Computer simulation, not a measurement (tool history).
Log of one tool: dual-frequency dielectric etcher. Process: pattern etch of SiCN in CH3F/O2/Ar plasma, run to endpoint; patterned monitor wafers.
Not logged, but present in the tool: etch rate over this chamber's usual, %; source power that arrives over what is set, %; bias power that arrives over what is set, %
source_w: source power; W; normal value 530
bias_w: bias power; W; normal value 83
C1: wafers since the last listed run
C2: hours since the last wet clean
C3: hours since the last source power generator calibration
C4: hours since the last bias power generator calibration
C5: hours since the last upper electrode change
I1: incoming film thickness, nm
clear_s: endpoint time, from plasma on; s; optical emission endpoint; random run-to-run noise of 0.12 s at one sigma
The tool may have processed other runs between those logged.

{"run": 1, "day": 0.0, "source_w": 530, "bias_w": 83, "C1": 0, "C2": 192.5, "C3": 3702.1, "C4": 2270.8, "C5": 4631.1, "I1": 10.99, "clear_s": 24.5}
{"run": 2, "day": 0.854, "source_w": 530, "bias_w": 83, "C1": 452, "C2": 213, "C3": 3722.6, "C4": 2291.3, "C5": 4651.6, "I1": 11.12, "clear_s": 24.9}
{"run": 3, "day": 1.617, "source_w": 530, "bias_w": 83, "C1": 403, "C2": 231.3, "C3": 3740.9, "C4": 2309.6, "C5": 4669.9, "I1": 11.2, "clear_s": 24.8}
{"run": 4, "day": 2.196, "source_w": 530, "bias_w": 83, "C1": 306, "C2": 245.2, "C3": 3754.8, "C4": 2323.5, "C5": 4683.8, "I1": 11.16, "clear_s": 25}
{"run": 5, "day": 3.592, "source_w": 530, "bias_w": 83, "C1": 739, "C2": 278.7, "C3": 3788.3, "C4": 2357, "C5": 4717.3, "I1": 10.96, "clear_s": 24.2}
{"run": 6, "day": 4.925, "source_w": 530, "bias_w": 91, "C1": 706, "C2": 310.7, "C3": 3820.3, "C4": 2389, "C5": 4749.3, "I1": 11.17, "clear_s": 24}
{"run": 7, "day": 6.358, "source_w": 530, "bias_w": 91, "C1": 759, "C2": 345.1, "C3": 3854.7, "C4": 2423.4, "C5": 4783.7, "I1": 11.12, "clear_s": 23.7}
{"run": 8, "day": 7.679, "source_w": 530, "bias_w": 91, "C1": 699, "C2": 376.8, "C3": 3886.4, "C4": 2455.1, "C5": 4815.4, "I1": 11.18, "clear_s": 23.8}
{"run": 9, "day": 8.742, "source_w": 530, "bias_w": 93, "C1": 562, "C2": 402.3, "C3": 3911.9, "C4": 2480.6, "C5": 4840.9, "I1": 11.16, "clear_s": 23.5}
{"day": 9.058, "done": "source power generator calibrated"}
{"run": 10, "day": 9.533, "source_w": 530, "bias_w": 93, "C1": 331, "C2": 421.3, "C3": 11.4, "C4": 2499.6, "C5": 4859.9, "I1": 11.17, "clear_s": 23.4}
{"run": 11, "day": 10.258, "source_w": 530, "bias_w": 83, "C1": 384, "C2": 438.7, "C3": 28.8, "C4": 2517, "C5": 4877.3, "I1": 11.08, "clear_s": 24.3}
{"run": 12, "day": 10.875, "source_w": 530, "bias_w": 83, "C1": 326, "C2": 453.5, "C3": 43.6, "C4": 2531.8, "C5": 4892.1, "I1": 11.16, "clear_s": 24.4}
{"run": 13, "day": 11.408, "source_w": 530, "bias_w": 83, "C1": 282, "C2": 466.3, "C3": 56.4, "C4": 2544.6, "C5": 4904.9, "I1": 11.17, "clear_s": 24.5}
{"day": 12.183, "done": "bias power generator calibrated"}
{"day": 12.438, "done": "upper electrode replaced, of another model than before"}
{"run": 14, "day": 12.817, "source_w": 530, "bias_w": 83, "C1": 523, "C2": 500.1, "C3": 90.2, "C4": 15.2, "C5": 9.1, "I1": 11.2, "clear_s": 24.4}
{"run": 15, "day": 14.021, "source_w": 560, "bias_w": 77, "C1": 637, "C2": 529, "C3": 119.1, "C4": 44.1, "C5": 38, "I1": 11.1, "clear_s": 23.4}
{"run": 16, "day": 15.438, "source_w": 600, "bias_w": 92, "C1": 750, "C2": 563, "C3": 153.1, "C4": 78.1, "C5": 72, "I1": 11.16, "clear_s": 21.1}
{"run": 17, "day": 16.071, "source_w": 600, "bias_w": 83, "C1": 335, "C2": 578.2, "C3": 168.3, "C4": 93.3, "C5": 87.2, "I1": 11.07, "clear_s": 21.4}
{"run": 18, "day": 17.012, "source_w": 530, "bias_w": 102, "C1": 498, "C2": 600.8, "C3": 190.9, "C4": 115.9, "C5": 109.8, "I1": 11.14, "clear_s": 22.7}
{"run": 19, "day": 17.617, "source_w": 410, "bias_w": 71, "C1": 320, "C2": 615.3, "C3": 205.4, "C4": 130.4, "C5": 124.3, "I1": 11.11, "clear_s": 34.7}
{"day": 18.667, "done": "wet clean of the chamber"}
{"run": 20, "day": 18.862, "source_w": 530, "bias_w": 83, "C1": 130, "C2": 4.7, "C3": 235.3, "C4": 160.3, "C5": 154.2, "I1": 11.02, "clear_s": 24.9}
{"run": 21, "day": 19.825, "source_w": 530, "bias_w": 83, "C1": 509, "C2": 27.8, "C3": 258.4, "C4": 183.4, "C5": 177.3, "I1": 11.05, "clear_s": 25.3}
{"run": 22, "day": 20.825, "source_w": 580, "bias_w": 83, "C1": 529, "C2": 51.8, "C3": 282.4, "C4": 207.4, "C5": 201.3, "I1": 11.05, "clear_s": 23}
{"run": 23, "day": 22.242, "source_w": 530, "bias_w": 83, "C1": 750, "C2": 85.8, "C3": 316.4, "C4": 241.4, "C5": 235.3, "I1": 11.14, "clear_s": 25.2}
{"run": 24, "day": 23.492, "source_w": 530, "bias_w": 83, "C1": 662, "C2": 115.8, "C3": 346.4, "C4": 271.4, "C5": 265.3, "I1": 11.12, "clear_s": 24.9}
{"run": 25, "day": 24.958, "source_w": 420, "bias_w": 102, "C1": 776, "C2": 151, "C3": 381.6, "C4": 306.6, "C5": 300.5, "I1": 11, "clear_s": 31.3}
{"run": 26, "day": 25.479, "source_w": 600, "bias_w": 83, "C1": 275, "C2": 163.5, "C3": 394.1, "C4": 319.1, "C5": 313, "I1": 11.06, "clear_s": 22.4}
{"run": 27, "day": 26.3, "source_w": 630, "bias_w": 83, "C1": 434, "C2": 183.2, "C3": 413.8, "C4": 338.8, "C5": 332.7, "I1": 11.1, "clear_s": 21.6}
{"run": 28, "day": 27.021, "source_w": 530, "bias_w": 83, "C1": 381, "C2": 200.5, "C3": 431.1, "C4": 356.1, "C5": 350, "I1": 11.06, "clear_s": 24.8}
{"run": 29, "day": 27.838, "source_w": 610, "bias_w": 67, "C1": 432, "C2": 220.1, "C3": 450.7, "C4": 375.7, "C5": 369.6, "I1": 11.19, "clear_s": 23.3}

Below are 4 alternative next runs, each starting from the tool's condition after run 29. Predict each:
{"run": "A", "day": 27.854, "source_w": 530, "bias_w": 83, "C1": 8, "C2": 220.5, "C3": 451.1, "C4": 376.1, "C5": 370, "I1": 11.02, "clear_s": "?"}
{"run": "B", "day": 27.854, "source_w": 490, "bias_w": 91, "C1": 8, "C2": 220.5, "C3": 451.1, "C4": 376.1, "C5": 370, "I1": 11.02, "clear_s": "?"}
{"run": "C", "day": 27.854, "source_w": 620, "bias_w": 67, "C1": 8, "C2": 220.5, "C3": 451.1, "C4": 376.1, "C5": 370, "I1": 11.02, "clear_s": "?"}
{"run": "D", "day": 27.854, "source_w": 500, "bias_w": 75, "C1": 8, "C2": 220.5, "C3": 451.1, "C4": 376.1, "C5": 370, "I1": 11.02, "clear_s": "?"}

run=A clear_s=24.8
run=B clear_s=26.2
run=C clear_s=22.8
run=D clear_s=27.1
Without the tool's unlogged condition, the same runs would have read:
run=A clear_s=25.2
run=B clear_s=26.6
run=C clear_s=23.2
run=D clear_s=27.5
